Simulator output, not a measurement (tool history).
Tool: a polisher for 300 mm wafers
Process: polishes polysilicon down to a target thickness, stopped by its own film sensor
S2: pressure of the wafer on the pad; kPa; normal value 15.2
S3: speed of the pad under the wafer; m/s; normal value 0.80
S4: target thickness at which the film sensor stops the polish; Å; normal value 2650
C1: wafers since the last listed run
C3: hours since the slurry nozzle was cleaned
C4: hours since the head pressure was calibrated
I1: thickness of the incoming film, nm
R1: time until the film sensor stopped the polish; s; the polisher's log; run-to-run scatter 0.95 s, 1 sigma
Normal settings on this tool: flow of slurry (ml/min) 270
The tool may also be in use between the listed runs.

{"run": 1, "hour": 0.0, "flow of slurry (ml/min)": 270, "S2": 19.3, "S3": 0.8, "S4": 2650, "C1": 0, "wafers polished on this pad": 2307, "C3": 227.0, "C4": 607.6, "I1": 618.0, "R1": 53.5}
{"run": 2, "hour": 71.4, "flow of slurry (ml/min)": 270, "S2": 19.3, "S3": 0.8, "S4": 2650, "C1": 873, "wafers polished on this pad": 3180, "C3": 298.4, "C4": 679.0, "I1": 616.4, "R1": 53.0}
{"run": 3, "hour": 142.3, "flow of slurry (ml/min)": 270, "S2": 15.2, "S3": 0.8, "S4": 2650, "C1": 866, "wafers polished on this pad": 4047, "C3": 369.3, "C4": 749.9, "I1": 618.7, "R1": 68.1}
{"run": 4, "hour": 249.8, "flow of slurry (ml/min)": 270, "S2": 15.2, "S3": 0.8, "S4": 2650, "C1": 1314, "wafers polished on this pad": 5361, "C3": 476.8, "C4": 857.4, "I1": 627.0, "R1": 72.1}
{"hour": 258.9, "done": "head pressure recalibrated"}
{"run": 5, "hour": 322.6, "flow of slurry (ml/min)": 270, "S2": 15.2, "S3": 0.8, "S4": 2190, "C1": 865, "wafers polished on this pad": 6227, "C3": 549.6, "C4": 63.7, "I1": 624.2, "R1": 75.8}
{"run": 6, "hour": 360.3, "flow of slurry (ml/min)": 270, "S2": 15.2, "S3": 0.8, "S4": 2190, "C1": 460, "wafers polished on this pad": 6688, "C3": 587.3, "C4": 101.4, "I1": 612.7, "R1": 74.9}
{"run": 7, "hour": 428.0, "flow of slurry (ml/min)": 270, "S2": 15.2, "S3": 0.8, "S4": 2190, "C1": 827, "wafers polished on this pad": 7516, "C3": 655.0, "C4": 169.1, "I1": 622.9, "R1": 79.0}
{"hour": 439.3, "done": "worn pad replaced by a new one"}
{"hour": 470.2, "done": "slurry nozzle cleaned"}
{"run": 8, "hour": 513.2, "flow of slurry (ml/min)": 270, "S2": 15.2, "S3": 0.8, "S4": 2650, "C1": 980, "wafers polished on this pad": 891, "C3": 43.0, "C4": 254.3, "I1": 617.7, "R1": 64.5}
{"run": 9, "hour": 558.0, "flow of slurry (ml/min)": 270, "S2": 15.2, "S3": 0.8, "S4": 2650, "C1": 547, "wafers polished on this pad": 1439, "C3": 87.8, "C4": 299.1, "I1": 613.7, "R1": 64.3}
{"run": 10, "hour": 733.5, "flow of slurry (ml/min)": 270, "S2": 15.2, "S3": 0.8, "S4": 2650, "C1": 2145, "wafers polished on this pad": 3585, "C3": 263.3, "C4": 474.6, "I1": 622.5, "R1": 66.8}
{"run": 11, "hour": 825.9, "flow of slurry (ml/min)": 205, "S2": 15.2, "S3": 0.72, "S4": 2650, "C1": 1129, "wafers polished on this pad": 4715, "C3": 355.7, "C4": 567.0, "I1": 610.5, "R1": 73.7}
{"run": 12, "hour": 887.1, "flow of slurry (ml/min)": 300, "S2": 15.2, "S3": 0.8, "S4": 1950, "C1": 748, "wafers polished on this pad": 5463, "C3": 416.9, "C4": 628.2, "I1": 609.1, "R1": 78.0}
{"run": 13, "hour": 975.6, "flow of slurry (ml/min)": 315, "S2": 15.2, "S3": 0.8, "S4": 1860, "C1": 1082, "wafers polished on this pad": 6545, "C3": 505.4, "C4": 716.7, "I1": 616.5, "R1": 79.9}
{"run": 14, "hour": 1035.5, "flow of slurry (ml/min)": 315, "S2": 15.2, "S3": 0.8, "S4": 1860, "C1": 732, "wafers polished on this pad": 7278, "C3": 565.3, "C4": 776.6, "I1": 626.3, "R1": 86.0}
{"hour": 1089.5, "done": "worn pad replaced by a new one"}
{"run": 15, "hour": 1090.0, "flow of slurry (ml/min)": 315, "S2": 15.2, "S3": 0.8, "S4": 1860, "C1": 617, "wafers polished on this pad": 5, "C3": 619.8, "C4": 831.1, "I1": 622.0, "R1": 87.4}
{"hour": 1106.6, "done": "slurry nozzle cleaned"}
{"run": 16, "hour": 1140.3, "flow of slurry (ml/min)": 350, "S2": 12.4, "S3": 0.8, "S4": 2650, "C1": 602, "wafers polished on this pad": 608, "C3": 33.7, "C4": 881.4, "I1": 618.3, "R1": 79.6}
{"hour": 1201.3, "done": "head pressure recalibrated"}
{"run": 17, "hour": 1223.9, "flow of slurry (ml/min)": 185, "S2": 15.2, "S3": 0.8, "S4": 3140, "C1": 997, "wafers polished on this pad": 1606, "C3": 117.3, "C4": 22.6, "I1": 619.6, "R1": 59.3}
{"run": 18, "hour": 1280.5, "flow of slurry (ml/min)": 270, "S2": 15.2, "S3": 0.92, "S4": 3860, "C1": 692, "wafers polished on this pad": 2298, "C3": 173.9, "C4": 79.2, "I1": 628.5, "R1": 40.8}
{"run": 19, "hour": 1377.2, "flow of slurry (ml/min)": 270, "S2": 15.2, "S3": 0.54, "S4": 2650, "C1": 1182, "wafers polished on this pad": 3480, "C3": 270.6, "C4": 175.9, "I1": 615.3, "R1": 84.7}
{"run": 20, "hour": 1464.5, "flow of slurry (ml/min)": 185, "S2": 15.2, "S3": 0.8, "S4": 3120, "C1": 1067, "wafers polished on this pad": 4548, "C3": 357.9, "C4": 263.2, "I1": 617.3, "R1": 60.7}
{"run": 21, "hour": 1539.3, "flow of slurry (ml/min)": 305, "S2": 20.7, "S3": 0.8, "S4": 2010, "C1": 914, "wafers polished on this pad": 5462, "C3": 432.7, "C4": 338.0, "I1": 620.5, "R1": 56.4}
{"run": 22, "hour": 1640.3, "flow of slurry (ml/min)": 355, "S2": 10.3, "S3": 0.8, "S4": 2650, "C1": 1234, "wafers polished on this pad": 6697, "C3": 533.7, "C4": 439.0, "I1": 611.7, "R1": 96.7}
{"run": 23, "hour": 1785.9, "flow of slurry (ml/min)": 360, "S2": 16.5, "S3": 0.92, "S4": 2650, "C1": 1780, "wafers polished on this pad": 8478, "C3": 679.3, "C4": 584.6, "I1": 629.8, "R1": 57.8}
{"hour": 1856.8, "done": "worn pad replaced by a new one"}
{"hour": 1873.2, "done": "slurry nozzle cleaned"}
{"run": 24, "hour": 1885.9, "flow of slurry (ml/min)": 330, "S2": 15.2, "S3": 0.8, "S4": 1690, "C1": 1161, "wafers polished on this pad": 343, "C3": 12.7, "C4": 684.6, "I1": 621.1, "R1": 85.8}
{"run": 25, "hour": 2154.7, "flow of slurry (ml/min)": 220, "S2": 19.3, "S3": 0.64, "S4": 2650, "C1": 3286, "wafers polished on this pad": 3630, "C3": 281.5, "C4": 953.4, "I1": 615.8, "R1": 64.2}
{"hour": 2180.3, "done": "head pressure recalibrated"}
{"run": 26, "hour": 2222.8, "flow of slurry (ml/min)": 270, "S2": 15.2, "S3": 0.8, "S4": 2190, "C1": 808, "wafers polished on this pad": 4438, "C3": 349.6, "C4": 42.5, "I1": 617.1, "R1": 78.1}
{"run": 27, "hour": 2329.0, "flow of slurry (ml/min)": 270, "S2": 15.2, "S3": 0.8, "S4": 2650, "C1": 1298, "wafers polished on this pad": 5737, "C3": 455.8, "C4": 148.7, "I1": 623.1, "R1": 67.3}
{"run": 28, "hour": 2425.2, "flow of slurry (ml/min)": 355, "S2": 12.4, "S3": 0.8, "S4": 2270, "C1": 1176, "wafers polished on this pad": 6913, "C3": 552.0, "C4": 244.9, "I1": 619.2, "R1": 89.1}
{"hour": 2470.1, "done": "slurry nozzle cleaned"}
{"hour": 2553.3, "done": "worn pad replaced by a new one"}
{"run": 29, "hour": 2741.5, "flow of slurry (ml/min)": 270, "S2": 20.0, "S3": 0.8, "S4": 3290, "C1": 3806, "wafers polished on this pad": 2300, "C3": 271.4, "C4": 561.2, "I1": 621.7, "R1": 42.3}
{"run": 30, "hour": 2927.7, "flow of slurry (ml/min)": 200, "S2": 19.3, "S3": 0.8, "S4": 2650, "C1": 2276, "wafers polished on this pad": 4577, "C3": 457.6, "C4": 747.4, "I1": 619.7, "R1": 56.4}
{"run": 31, "hour": 2968.5, "flow of slurry (ml/min)": 270, "S2": 15.2, "S3": 0.8, "S4": 2650, "C1": 498, "wafers polished on this pad": 5076, "C3": 498.4, "C4": 788.2, "I1": 613.2, "R1": 69.8}
{"run": 32, "hour": 3012.4, "flow of slurry (ml/min)": 270, "S2": 15.2, "S3": 0.9, "S4": 2650, "C1": 536, "wafers polished on this pad": 5613, "C3": 542.3, "C4": 832.1, "I1": 615.4, "R1": 65.2}
{"run": 33, "hour": 3053.5, "flow of slurry (ml/min)": 270, "S2": 15.2, "S3": 0.8, "S4": 2190, "C1": 502, "wafers polished on this pad": 6115, "C3": 583.4, "C4": 873.2, "I1": 620.3, "R1": 81.8}
{"hour": 3085.0, "done": "slurry nozzle cleaned"}
{"hour": 3113.2, "done": "head pressure recalibrated"}
{"run": 34, "hour": 3123.9, "flow of slurry (ml/min)": 270, "S2": 18.6, "S3": 0.8, "S4": 2650, "C1": 824, "wafers polished on this pad": 6939, "C3": 38.9, "C4": 10.7, "I1": 618.4, "R1": 52.9}
{"run": 35, "hour": 3172.9, "flow of slurry (ml/min)": 300, "S2": 15.2, "S3": 0.8, "S4": 1820, "C1": 599, "wafers polished on this pad": 7539, "C3": 87.9, "C4": 59.7, "I1": 626.6, "R1": 82.2}

Predict each of these 5 candidate next runs independently; none follows another, all start after run 35:
{"run": "A", "hour": 3173.4, "flow of slurry (ml/min)": 270, "S2": 15.2, "S3": 0.66, "S4": 2650, "C1": 6, "wafers polished on this pad": 7545, "C3": 88.4, "C4": 60.2, "I1": 619.1, "R1": "?"}
{"run": "B", "hour": 3173.4, "flow of slurry (ml/min)": 270, "S2": 15.2, "S3": 0.8, "S4": 3270, "C1": 6, "wafers polished on this pad": 7545, "C3": 88.4, "C4": 60.2, "I1": 619.1, "R1": "?"}
{"run": "C", "hour": 3173.4, "flow of slurry (ml/min)": 270, "S2": 20.0, "S3": 0.8, "S4": 2650, "C1": 6, "wafers polished on this pad": 7545, "C3": 88.4, "C4": 60.2, "I1": 619.1, "R1": "?"}
{"run": "D", "hour": 3173.4, "flow of slurry (ml/min)": 270, "S2": 10.3, "S3": 0.8, "S4": 3630, "C1": 6, "wafers polished on this pad": 7545, "C3": 88.4, "C4": 60.2, "I1": 619.1, "R1": "?"}
{"run": "E", "hour": 3173.4, "flow of slurry (ml/min)": 270, "S2": 15.2, "S3": 0.8, "S4": 1880, "C1": 6, "wafers polished on this pad": 7545, "C3": 88.4, "C4": 60.2, "I1": 619.1, "R1": "?"}

run=A R1=73.8
run=B R1=53.6
run=C R1=49.4
run=D R1=68.6
run=E R1=79.1
Without the tool's hidden state the same runs would have given:
run=A R1=73.9
run=B R1=53.6
run=C R1=49.4
run=D R1=68.7
run=E R1=79.1
